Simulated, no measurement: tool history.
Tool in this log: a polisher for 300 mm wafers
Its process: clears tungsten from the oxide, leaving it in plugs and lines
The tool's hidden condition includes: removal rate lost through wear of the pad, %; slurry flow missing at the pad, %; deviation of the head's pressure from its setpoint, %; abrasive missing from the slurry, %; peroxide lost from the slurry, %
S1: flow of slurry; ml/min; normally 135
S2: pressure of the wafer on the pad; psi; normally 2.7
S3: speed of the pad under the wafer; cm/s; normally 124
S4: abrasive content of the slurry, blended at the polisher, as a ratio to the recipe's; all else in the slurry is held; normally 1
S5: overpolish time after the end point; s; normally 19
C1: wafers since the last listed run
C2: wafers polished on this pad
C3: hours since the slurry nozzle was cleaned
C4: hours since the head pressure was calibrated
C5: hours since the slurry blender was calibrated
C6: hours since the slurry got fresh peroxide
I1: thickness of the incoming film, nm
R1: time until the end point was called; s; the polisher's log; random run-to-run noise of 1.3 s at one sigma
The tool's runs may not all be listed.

| run | hour | S1 | S2 | S3 | S4 | S5 | C1 | C2 | C3 | C4 | C5 | C6 | I1 | R1 |
|---|---|---|---|---|---|---|---|---|---|---|---|---|---|---|
| 1 | 0 | 120 | 2.7 | 124 | 1 | 19 | 0 | 887 | 192.5 | 755.6 | 252.9 | 36.6 | 536.3 | 132.2 |
| 2 | 17.8 | 135 | 2.7 | 124 | 1 | 19 | 150 | 1038 | 210.3 | 773.4 | 270.7 | 54.4 | 531 | 132.5 |
| 3 | 35.4 | 135 | 2.7 | 90 | 1 | 29 | 149 | 1187 | 227.9 | 791 | 288.3 | 72 | 543.1 | 184.2 |
| 4 | 48.4 | 135 | 2.7 | 106 | 1 | 19 | 110 | 1298 | 240.9 | 804 | 301.3 | 85 | 541 | 158 |
| 5 | 61.3 | 180 | 3.1 | 90 | 1 | 19 | 109 | 1407 | 253.8 | 816.9 | 314.2 | 97.9 | 541.5 | 157.2 |
| 6 | 68.2 | 135 | 2.7 | 104 | 1 | 19 | 58 | 1465 | 260.7 | 823.8 | 321.1 | 104.8 | 538.8 | 159.5 |
| 7 | 74.4 | 180 | 2.7 | 124 | 1 | 19 | 52 | 1518 | 266.9 | 830 | 327.3 | 111 | 532.7 | 128.3 |
|  | 80.1 | worn pad replaced by a new one |
| 8 | 87.6 | 135 | 2.7 | 98 | 0.85 | 9 | 77 | 63 | 280.1 | 843.2 | 340.5 | 124.2 | 543.6 | 184.5 |
| 9 | 97.9 | 135 | 3.1 | 86 | 0.8 | 19 | 87 | 150 | 290.4 | 853.5 | 350.8 | 134.5 | 536.2 | 181.6 |
| 10 | 106.7 | 135 | 2.7 | 124 | 1 | 30 | 74 | 225 | 299.2 | 862.3 | 359.6 | 143.3 | 543.9 | 139.3 |
|  | 111.3 | slurry tank refilled with fresh slurry and peroxide |
| 11 | 118.9 | 95 | 3.1 | 112 | 1 | 19 | 94 | 320 | 311.4 | 874.5 | 371.8 | 7.6 | 533.5 | 135.9 |
| 12 | 131.8 | 135 | 3 | 124 | 1 | 19 | 109 | 429 | 324.3 | 887.4 | 384.7 | 20.5 | 537 | 117.4 |
|  | 133.9 | head pressure recalibrated |
| 13 | 139.3 | 180 | 2.7 | 162 | 1 | 19 | 46 | 476 | 331.8 | 5.4 | 392.2 | 28 | 545.3 | 97.4 |
| 14 | 148.5 | 135 | 2.7 | 164 | 1 | 10 | 77 | 554 | 341 | 14.6 | 401.4 | 37.2 | 543.8 | 100.9 |
| 15 | 166.1 | 135 | 2.7 | 124 | 1 | 19 | 149 | 703 | 358.6 | 32.2 | 419 | 54.8 | 538.7 | 130.6 |
|  | 185.3 | slurry nozzle cleaned |
| 16 | 202.6 | 135 | 2.7 | 124 | 1 | 25 | 300 | 1004 | 17.3 | 68.7 | 455.5 | 91.3 | 540 | 135.7 |
|  | 206.1 | slurry blender recalibrated |
| 17 | 210.2 | 135 | 2.7 | 100 | 1.2 | 19 | 47 | 1051 | 24.9 | 76.3 | 4.1 | 98.9 | 539.3 | 159.4 |
| 18 | 225.6 | 135 | 2.7 | 124 | 1 | 15 | 130 | 1182 | 40.3 | 91.7 | 19.5 | 114.3 | 536.3 | 137.3 |
|  | 231.3 | worn pad replaced by a new one |
| 19 | 234.9 | 135 | 2 | 124 | 1.3 | 19 | 44 | 30 | 49.6 | 101 | 28.8 | 123.6 | 546.8 | 176.1 |
|  | 240.2 | slurry tank refilled with fresh slurry and peroxide |
| 20 | 250.1 | 100 | 3.3 | 92 | 0.9 | 19 | 120 | 150 | 64.8 | 116.2 | 44 | 9.9 | 528.6 | 156.4 |
| 21 | 260.3 | 135 | 2.7 | 124 | 1 | 19 | 86 | 237 | 75 | 126.4 | 54.2 | 20.1 | 539.4 | 130.8 |
| 22 | 273.9 | 135 | 2.3 | 140 | 1 | 19 | 115 | 352 | 88.6 | 140 | 67.8 | 33.7 | 546.9 | 138.3 |
| 23 | 281.1 | 135 | 2.7 | 124 | 1 | 19 | 61 | 413 | 95.8 | 147.2 | 75 | 40.9 | 539.6 | 129.9 |
| 24 | 327.1 | 105 | 2.7 | 166 | 1 | 19 | 389 | 803 | 141.8 | 193.2 | 121 | 86.9 | 536.4 | 105.6 |
| 25 | 344.6 | 170 | 2.7 | 124 | 1 | 13 | 148 | 951 | 159.3 | 210.7 | 138.5 | 104.4 | 537.3 | 129.1 |
| 26 | 359.7 | 135 | 2.7 | 124 | 1 | 19 | 127 | 1079 | 174.4 | 225.8 | 153.6 | 119.5 | 543.9 | 139.1 |

Below are 4 alternative next runs, each starting from the tool's condition after run 26. Predict each:
| A | 360.2 | 135 | 2.7 | 124 | 1 | 19 | 4 | 1083 | 174.9 | 226.3 | 154.1 | 120 | 548.1 | ? |
| B | 360.2 | 135 | 2.7 | 124 | 0.85 | 27 | 4 | 1083 | 174.9 | 226.3 | 154.1 | 120 | 548.1 | ? |
| C | 360.2 | 135 | 3 | 150 | 0.75 | 26 | 4 | 1083 | 174.9 | 226.3 | 154.1 | 120 | 548.1 | ? |
| D | 360.2 | 135 | 2.7 | 98 | 1.1 | 19 | 4 | 1083 | 174.9 | 226.3 | 154.1 | 120 | 548.1 | ? |

| run | R1 |
|---|---|
| A | 136.4 |
| B | 142.6 |
| C | 109.8 |
| D | 168.2 |
The same runs, with their run-to-run variation unchanged, on a tool lacking any hidden condition would have given:
| run | R1 |
|---|---|
| A | 129.3 |
| B | 135.1 |
| C | 104 |
| D | 159.4 |
